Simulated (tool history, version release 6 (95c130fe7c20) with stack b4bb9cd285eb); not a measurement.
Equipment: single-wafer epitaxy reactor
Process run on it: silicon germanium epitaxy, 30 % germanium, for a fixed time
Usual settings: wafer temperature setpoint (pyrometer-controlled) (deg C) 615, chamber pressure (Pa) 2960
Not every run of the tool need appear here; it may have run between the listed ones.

run     day  wafer temperature setpoint (pyrometer-controlled) (deg C)  chamber pressure (Pa)  wafers since the last listed run  hours since the last pyrometer calibration  hours since the last manometer calibration  hours since the showerhead was replaced  hours since the gauge calibration  read-back reference wafer on the same gauge, thickness_nm  mean film thickness on the monitor wafer (nm)
  1   0.000                                                        615                   3426                                 0                                       730.4                                       358.8                                   5586.6                              822.8                                                     87.261                                         80.480
  2   2.583                                                        615                   2960                              1124                                       792.4                                       420.8                                   5648.6                              884.8                                                     87.190                                         76.120
  3   3.771                                                        615                   2960                               516                                       820.9                                       449.3                                   5677.1                              913.3                                                     87.238                                         75.873
  4   6.542                                                        615                   2960                              1206                                       887.4                                       515.8                                   5743.6                              979.8                                                     87.122                                         75.974
  5   8.925                                                        615                   2960                              1037                                       944.6                                       573.0                                   5800.8                             1037.0                                                     86.982                                         75.847
  6  11.025                                                        615                   2960                               914                                       995.0                                       623.4                                   5851.2                             1087.4                                                     87.000                                         75.911
  7  13.988                                                        605                   2613                              1289                                      1066.1                                       694.5                                   5922.3                             1158.5                                                     86.944                                         58.708
  8  16.688                                                        605                   2613                              1175                                      1130.9                                       759.3                                   5987.1                             1223.3                                                     86.867                                         58.608
  9  19.467                                                        605                   2613                              1209                                      1197.6                                       826.0                                   6053.8                             1290.0                                                     86.748                                         58.936
 10  21.379                                                        615                   2960                               832                                      1243.5                                       871.9                                   6099.7                             1335.9                                                     86.654                                         75.243
     21.438  -- gauge calibrated
 11  23.908                                                        615                   2960                              1101                                      1304.2                                       932.6                                   6160.4                               59.3                                                     87.693                                         76.378
 12  26.521                                                        627                   2960                              1137                                      1366.9                                       995.3                                   6223.1                              122.0                                                     87.756                                         96.680
 13  27.758                                                        627                   2960                               538                                      1396.6                                      1025.0                                   6252.8                              151.7                                                     87.700                                         97.175
 14  29.104                                                        615                   2960                               585                                      1428.9                                      1057.3                                   6285.1                              184.0                                                     87.681                                         76.507
 15  31.042                                                        615                   2960                               843                                      1475.4                                      1103.8                                   6331.6                              230.5                                                     87.680                                         76.389
 16  32.142                                                        619                   2360                               478                                      1501.8                                      1130.2                                   6358.0                              256.9                                                     87.723                                         75.519
 17  34.262                                                        615                   2960                               923                                      1552.7                                      1181.1                                   6408.9                              307.8                                                     87.785                                         76.206
     35.975  -- capacitance manometer re-zeroed and calibrated
 18  36.171                                                        607                   2613                               685                                      1598.5                                         4.7                                   6454.7                              353.6                                                     87.639                                         61.434
     36.721  -- showerhead replaced
     37.046  -- pyrometer calibrated
 19  44.992                                                        615                   2493                              3554                                       190.7                                       216.4                                    198.5                              565.3                                                     87.634                                         71.263
 20  47.254                                                        615                   2960                               984                                       245.0                                       270.7                                    252.8                              619.6                                                     87.547                                         76.169
 21  48.546                                                        601                   3533                               562                                       276.0                                       301.7                                    283.8                              650.6                                                     87.631                                         61.438
 22  50.321                                                        615                   2960                               772                                       318.6                                       344.3                                    326.4                              693.2                                                     87.555                                         76.005
 23  52.658                                                        604                   2960                              1017                                       374.7                                       400.4                                    382.5                              749.3                                                     87.407                                         60.964
 24  55.562                                                        629                   3493                              1264                                       444.4                                       470.1                                    452.2                              819.0                                                     87.327                                        107.317
 25  57.704                                                        607                   3466                               932                                       495.8                                       521.5                                    503.6                              870.4                                                     87.351                                         68.788
 26  58.771                                                        606                   2720                               464                                       521.4                                       547.1                                    529.2                              896.0                                                     87.379                                         61.069

How the hidden state differs across the entries between the runs, from the last listed run before each to the first after it:
In the gap between runs 10 and 11: gauge calibrated (day 21.438)
  gauge reads high (%): -1.06 -> 0.164
  difference, measured minus the result without the unlogged condition, mean film thickness on the monitor wafer (nm): -0.805 -> +0.125
In the gap between runs 17 and 18: capacitance manometer re-zeroed and calibrated (day 35.975)
  gauge reads high (%): 0.11 -> 0.0915
  difference, measured minus the result without the unlogged condition, mean film thickness on the monitor wafer (nm): +0.083 -> +0.057
In the gap between runs 18 and 19: showerhead replaced (day 36.721); pyrometer calibrated (day 37.046)
  gauge reads high (%): 0.0915 -> -0.0251
  difference, measured minus the result without the unlogged condition, mean film thickness on the monitor wafer (nm): +0.057 -> -0.018
